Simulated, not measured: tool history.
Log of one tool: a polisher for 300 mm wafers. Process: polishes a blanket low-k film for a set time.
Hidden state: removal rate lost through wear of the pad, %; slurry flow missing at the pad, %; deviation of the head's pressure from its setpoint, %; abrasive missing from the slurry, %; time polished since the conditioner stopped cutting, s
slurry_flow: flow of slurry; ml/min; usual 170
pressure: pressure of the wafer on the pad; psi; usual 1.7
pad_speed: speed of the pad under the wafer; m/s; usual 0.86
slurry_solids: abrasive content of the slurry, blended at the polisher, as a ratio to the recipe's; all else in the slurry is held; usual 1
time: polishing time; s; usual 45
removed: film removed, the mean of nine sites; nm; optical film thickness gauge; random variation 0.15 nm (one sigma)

run   hour  slurry_flow  pressure  pad_speed  slurry_solids  time  wafers since the last listed run  wafers polished on this pad  hours since the slurry nozzle was cleaned  hours since the head pressure was calibrated  hours since the slurry blender was calibrated  hours since the conditioning disc was replaced  incoming thickness of the incoming film, nm  removed
  1      0          170       1.7       0.86              1    45                                 0                         1558                                      203.7                                         207.5                                          282.8                                            11.4                                        388.9     15.6
      15.9  -- worn pad replaced by a new one
  2   22.1          170       1.7       0.86              1    45                               272                           93                                      225.8                                         229.6                                          304.9                                            33.5                                          385     15.5
  3   45.4          170       1.7       0.86              1    45                               350                          444                                      249.1                                         252.9                                          328.2                                            56.8                                        388.9     15.1
  4    109          170       1.7       0.96              1    45                               957                         1402                                      312.7                                         316.5                                          391.8                                           120.4                                          387     16.3
     115.2  -- conditioning disc replaced and pad reconditioned
     138.8  -- worn pad replaced by a new one
  5  144.5          170       1.7       0.96              1    45                               444                           86                                      348.2                                           352                                          427.3                                            29.3                                        391.7     16.3
  6  178.5          170       1.7       0.96              1    45                               512                          598                                      382.2                                           386                                          461.3                                            63.3                                        387.4     16.3
  7  208.5          170       1.7       0.86              1    45                               451                         1050                                      412.2                                           416                                          491.3                                            93.3                                          387       15
       225  -- conditioning disc replaced and pad reconditioned
  8  240.3          170       1.7       0.86              1    45                               448                         1499                                        444                                         447.8                                          523.1                                            15.3                                        388.2     14.9
       250  -- slurry blender recalibrated
     259.8  -- worn pad replaced by a new one, of another model than before
  9  260.3          170       1.7       0.86              1    45                               210                            7                                        464                                         467.8                                           10.3                                            35.3                                        386.9       14
 10  273.6          170       1.7       0.86              1    57                               200                          208                                      477.3                                         481.1                                           23.6                                            48.6                                        388.2     17.8
 11  302.6          170       1.7       0.86              1    57                               436                          645                                      506.3                                         510.1                                           52.6                                            77.6                                        391.8     17.8
 12  329.5          170       1.7       0.86              1    45                               405                         1050                                      533.2                                           537                                           79.5                                           104.5                                        392.5     13.9
 13  345.2          170       1.7       0.86              1    45                               236                         1286                                      548.9                                         552.7                                           95.2                                           120.2                                        390.6     13.8
     364.2  -- conditioning disc replaced and pad reconditioned
       371  -- worn pad replaced by a new one
 14  378.3          170       1.9       0.86            1.1    45                               408                          110                                        582                                         585.8                                          128.3                                            14.1                                        382.3     15.5
 15  393.3          170       1.7       1.14              1    45                               225                          336                                        597                                         600.8                                          143.3                                            29.1                                          389     16.2
 16  421.3          170       1.7       0.86              1    45                               421                          758                                        625                                         628.8                                          171.3                                            57.1                                          389     13.3
 17  449.7          170       2.1       0.76            0.9    55                               427                         1185                                      653.4                                         657.2                                          199.7                                            85.5                                        388.5     15.6
     457.6  -- head pressure recalibrated
     462.4  -- slurry nozzle cleaned
 18  472.1          170       1.7       0.86              1    45                               292                         1478                                        9.7                                          14.5                                          222.1                                           107.9                                        393.8     15.6
     481.7  -- conditioning disc replaced and pad reconditioned
 19  491.9          170       1.3        0.7              1    53                               268                         1746                                       29.5                                          34.3                                          241.9                                            10.2                                        394.7     13.8

The next listed run, before its measurement:
     497.8  -- worn pad replaced by a new one
 20  506.4          170       1.4       0.86              1    45                               158                          129                                         44                                          48.8                                          256.4                                            24.7                                        395.6        ?

Run 20 gave removed 13.9 nm.
Without the tool's hidden state the same run would have given removed 14.1 nm.
